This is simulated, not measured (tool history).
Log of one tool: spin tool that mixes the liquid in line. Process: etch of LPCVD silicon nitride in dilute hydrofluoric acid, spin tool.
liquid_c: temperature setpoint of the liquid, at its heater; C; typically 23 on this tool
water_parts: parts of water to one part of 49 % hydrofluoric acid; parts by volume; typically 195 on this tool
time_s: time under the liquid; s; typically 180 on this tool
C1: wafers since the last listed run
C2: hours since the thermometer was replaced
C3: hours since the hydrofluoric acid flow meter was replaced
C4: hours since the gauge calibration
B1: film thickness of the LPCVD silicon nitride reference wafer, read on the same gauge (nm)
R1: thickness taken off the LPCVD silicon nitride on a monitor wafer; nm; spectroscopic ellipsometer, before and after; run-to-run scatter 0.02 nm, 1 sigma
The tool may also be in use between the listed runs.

{"run": 1, "hour": 0.0, "liquid_c": 23, "water_parts": 195, "time_s": 95, "C1": 0, "C2": 2599.4, "C3": 1320.2, "C4": 1726.6, "B1": 140.021, "R1": 0.199}
{"run": 2, "hour": 64.6, "liquid_c": 23, "water_parts": 195, "time_s": 180, "C1": 499, "C2": 2664, "C3": 1384.8, "C4": 1791.2, "B1": 139.988, "R1": 0.415}
{"run": 3, "hour": 92.9, "liquid_c": 23, "water_parts": 195, "time_s": 180, "C1": 218, "C2": 2692.3, "C3": 1413.1, "C4": 1819.5, "B1": 140.049, "R1": 0.422}
{"run": 4, "hour": 138.3, "liquid_c": 23, "water_parts": 195, "time_s": 180, "C1": 351, "C2": 2737.7, "C3": 1458.5, "C4": 1864.9, "B1": 139.969, "R1": 0.411}
{"run": 5, "hour": 192.8, "liquid_c": 23, "water_parts": 165, "time_s": 180, "C1": 421, "C2": 2792.2, "C3": 1513, "C4": 1919.4, "B1": 139.989, "R1": 0.476}
{"run": 6, "hour": 261.6, "liquid_c": 23, "water_parts": 195, "time_s": 240, "C1": 531, "C2": 2861, "C3": 1581.8, "C4": 1988.2, "B1": 139.978, "R1": 0.497}
{"run": 7, "hour": 309.5, "liquid_c": 23, "water_parts": 195, "time_s": 240, "C1": 370, "C2": 2908.9, "C3": 1629.7, "C4": 2036.1, "B1": 139.955, "R1": 0.523}
{"run": 8, "hour": 348.9, "liquid_c": 23, "water_parts": 195, "time_s": 180, "C1": 304, "C2": 2948.3, "C3": 1669.1, "C4": 2075.5, "B1": 140.024, "R1": 0.428}
{"hour": 388.9, "done": "thermometer replaced"}
{"hour": 413.1, "done": "hydrofluoric acid flow meter replaced"}
{"run": 9, "hour": 414.2, "liquid_c": 23, "water_parts": 195, "time_s": 180, "C1": 489, "C2": 25.3, "C3": 1.1, "C4": 2140.8, "B1": 139.99, "R1": 0.387}
{"run": 10, "hour": 446.2, "liquid_c": 23, "water_parts": 195, "time_s": 235, "C1": 247, "C2": 57.3, "C3": 33.1, "C4": 2172.8, "B1": 140.017, "R1": 0.491}
{"hour": 458.3, "done": "gauge calibrated"}
{"run": 11, "hour": 472.5, "liquid_c": 23, "water_parts": 195, "time_s": 235, "C1": 203, "C2": 83.6, "C3": 59.4, "C4": 14.2, "B1": 140.042, "R1": 0.487}
{"run": 12, "hour": 502.8, "liquid_c": 23, "water_parts": 195, "time_s": 235, "C1": 234, "C2": 113.9, "C3": 89.7, "C4": 44.5, "B1": 140.019, "R1": 0.519}
{"run": 13, "hour": 547.6, "liquid_c": 23, "water_parts": 195, "time_s": 180, "C1": 346, "C2": 158.7, "C3": 134.5, "C4": 89.3, "B1": 140.041, "R1": 0.413}
{"run": 14, "hour": 615.6, "liquid_c": 23, "water_parts": 285, "time_s": 85, "C1": 525, "C2": 226.7, "C3": 202.5, "C4": 157.3, "B1": 139.986, "R1": 0.128}
{"run": 15, "hour": 655.7, "liquid_c": 21, "water_parts": 95, "time_s": 140, "C1": 310, "C2": 266.8, "C3": 242.6, "C4": 197.4, "B1": 140.021, "R1": 0.538}
{"run": 16, "hour": 712.8, "liquid_c": 21, "water_parts": 195, "time_s": 180, "C1": 441, "C2": 323.9, "C3": 299.7, "C4": 254.5, "B1": 140.014, "R1": 0.333}
{"run": 17, "hour": 759.4, "liquid_c": 25.5, "water_parts": 165, "time_s": 275, "C1": 360, "C2": 370.5, "C3": 346.3, "C4": 301.1, "B1": 139.963, "R1": 0.804}
{"run": 18, "hour": 816.8, "liquid_c": 23, "water_parts": 195, "time_s": 180, "C1": 443, "C2": 427.9, "C3": 403.7, "C4": 358.5, "B1": 140.041, "R1": 0.367}
{"run": 19, "hour": 849.6, "liquid_c": 21, "water_parts": 245, "time_s": 180, "C1": 253, "C2": 460.7, "C3": 436.5, "C4": 391.3, "B1": 139.983, "R1": 0.287}
{"run": 20, "hour": 903.3, "liquid_c": 24.5, "water_parts": 195, "time_s": 180, "C1": 415, "C2": 514.4, "C3": 490.2, "C4": 445, "B1": 139.967, "R1": 0.429}
{"run": 21, "hour": 966.1, "liquid_c": 19.5, "water_parts": 105, "time_s": 235, "C1": 485, "C2": 577.2, "C3": 553, "C4": 507.8, "B1": 139.996, "R1": 0.702}
{"run": 22, "hour": 1032.5, "liquid_c": 27, "water_parts": 195, "time_s": 290, "C1": 513, "C2": 643.6, "C3": 619.4, "C4": 574.2, "B1": 140.02, "R1": 0.772}
{"run": 23, "hour": 1084.8, "liquid_c": 23, "water_parts": 195, "time_s": 275, "C1": 404, "C2": 695.9, "C3": 671.7, "C4": 626.5, "B1": 139.978, "R1": 0.625}
{"run": 24, "hour": 1260.4, "liquid_c": 23, "water_parts": 130, "time_s": 180, "C1": 1357, "C2": 871.5, "C3": 847.3, "C4": 802.1, "B1": 140.005, "R1": 0.602}
{"run": 25, "hour": 1291.5, "liquid_c": 23, "water_parts": 195, "time_s": 180, "C1": 240, "C2": 902.6, "C3": 878.4, "C4": 833.2, "B1": 139.962, "R1": 0.416}
{"run": 26, "hour": 1357.5, "liquid_c": 23, "water_parts": 95, "time_s": 90, "C1": 510, "C2": 968.6, "C3": 944.4, "C4": 899.2, "B1": 140.002, "R1": 0.401}
{"run": 27, "hour": 1414.2, "liquid_c": 19, "water_parts": 250, "time_s": 280, "C1": 438, "C2": 1025.3, "C3": 1001.1, "C4": 955.9, "B1": 139.991, "R1": 0.368}
{"run": 28, "hour": 1452.1, "liquid_c": 26.5, "water_parts": 195, "time_s": 180, "C1": 293, "C2": 1063.2, "C3": 1039, "C4": 993.8, "B1": 139.98, "R1": 0.456}
{"run": 29, "hour": 1518.6, "liquid_c": 23, "water_parts": 195, "time_s": 180, "C1": 514, "C2": 1129.7, "C3": 1105.5, "C4": 1060.3, "B1": 139.971, "R1": 0.375}
{"run": 30, "hour": 1562.6, "liquid_c": 21, "water_parts": 115, "time_s": 95, "C1": 340, "C2": 1173.7, "C3": 1149.5, "C4": 1104.3, "B1": 140.019, "R1": 0.306}
{"run": 31, "hour": 1632.7, "liquid_c": 19.5, "water_parts": 195, "time_s": 180, "C1": 542, "C2": 1243.8, "C3": 1219.6, "C4": 1174.4, "B1": 139.995, "R1": 0.298}
{"run": 32, "hour": 1665.6, "liquid_c": 26, "water_parts": 115, "time_s": 75, "C1": 254, "C2": 1276.7, "C3": 1252.5, "C4": 1207.3, "B1": 140.018, "R1": 0.363}

Give the tool's hidden conditions for every run:
liquid colder than its thermometer reads (K): 0 in every run
hydrofluoric acid flow above the setpoint (%): 0 in every run
gauge reads high (%): 0 in every run
